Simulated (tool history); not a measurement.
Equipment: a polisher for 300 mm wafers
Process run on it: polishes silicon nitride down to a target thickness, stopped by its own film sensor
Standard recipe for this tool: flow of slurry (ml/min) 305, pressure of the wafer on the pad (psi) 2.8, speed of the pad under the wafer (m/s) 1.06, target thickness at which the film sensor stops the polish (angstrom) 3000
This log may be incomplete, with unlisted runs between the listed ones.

run	hour	flow of slurry (ml/min)	pressure of the wafer on the pad (psi)	speed of the pad under the wafer (m/s)	target thickness at which the film sensor stops the polish (angstrom)	wafers since the last listed run	wafers polished on this pad	hours since the slurry nozzle was cleaned	hours since the head pressure was calibrated	incoming thickness of the incoming film, nm	time until the film sensor stopped the polish (s)
1	0.0	305	3.3	0.92	3000	0	1133	154.9	204.5	459.4	101.1
2	71.2	305	2.8	1.06	2670	818	1952	226.1	275.7	459.1	123.1
3	101.5	305	2.8	1.06	2860	348	2301	256.4	306.0	457.2	113.3
4	127.9	305	2.8	1.06	2860	303	2604	282.8	332.4	458.0	116.0
5	164.9	305	2.8	1.06	2860	425	3030	319.8	369.4	466.2	117.5
# hour 269.2: slurry nozzle cleaned
6	284.2	255	2.8	1.06	3000	1360	4390	15.0	488.7	461.1	111.4
7	341.9	255	2.8	1.06	3000	663	5054	72.7	546.4	467.7	113.6
# hour 364.4: worn pad replaced by a new one
8	402.9	255	2.8	1.06	3000	655	442	133.7	607.4	460.7	115.2
9	435.0	305	2.8	1.06	3000	369	811	165.8	639.5	463.1	110.8
10	492.2	305	2.8	1.06	3000	657	1469	223.0	696.7	462.4	112.3
11	524.4	305	2.8	1.20	3000	370	1839	255.2	728.9	453.5	96.5
12	592.9	305	2.8	1.20	3000	787	2627	323.7	797.4	456.5	100.0
13	652.9	305	2.8	1.06	2790	689	3317	383.7	857.4	458.5	121.2
# hour 699.8: head pressure recalibrated
# hour 709.1: slurry nozzle cleaned
14	724.7	305	2.8	1.06	3000	791	4108	15.6	24.9	456.6	102.2
15	779.1	305	3.3	1.06	3000	625	4733	70.0	79.3	454.9	88.7
16	820.2	255	2.8	0.72	3000	472	5206	111.1	120.4	469.6	152.7
17	874.2	305	2.8	1.06	3000	620	5827	165.1	174.4	462.3	107.6
# hour 915.0: worn pad replaced by a new one
18	917.2	305	3.3	0.92	3000	448	24	208.1	217.4	464.8	103.1
19	1020.5	200	2.8	1.06	3000	1187	1212	311.4	320.7	455.1	102.0
20	1064.7	305	2.8	1.06	3000	508	1721	355.6	364.9	457.0	103.3
21	1129.5	305	2.8	1.06	3000	745	2466	420.4	429.7	461.6	107.0
22	1181.7	215	3.8	1.22	3180	600	3066	472.6	481.9	460.6	70.9
# hour 1254.3: slurry nozzle cleaned
23	1254.8	215	3.8	1.22	3180	829	3895	0.5	555.0	461.4	69.0
24	1302.0	255	2.8	1.22	3000	542	4438	47.7	602.2	463.1	101.0
25	1330.5	265	3.2	1.06	3000	327	4766	76.2	630.7	465.9	102.7
26	1355.9	305	2.4	0.82	3530	292	5058	101.6	656.1	457.0	96.0
# hour 1395.8: worn pad replaced by a new one
27	1417.0	305	3.5	1.06	2830	656	243	162.7	717.2	461.0	101.4
28	1481.5	305	2.8	1.06	3000	741	985	227.2	781.7	451.6	104.6
29	1505.8	305	2.8	1.06	2650	279	1265	251.5	806.0	460.5	133.8
30	1545.1	255	2.8	0.72	3000	451	1716	290.8	845.3	460.6	152.4
31	1594.9	305	3.6	0.78	3520	572	2289	340.6	895.1	467.0	83.7
32	1623.2	230	3.4	1.44	3520	325	2615	368.9	923.4	465.9	57.7

Expected results for the next run?
# hour 1643.9: head pressure recalibrated
33	1670.0	410	2.4	1.30	3170	515	3130	415.7	26.1	455.7	?

time until the film sensor stopped the polish (s): 81.3
The same run, on a tool lacking any hidden state, would have yielded time until the film sensor stopped the polish (s) 80.8.
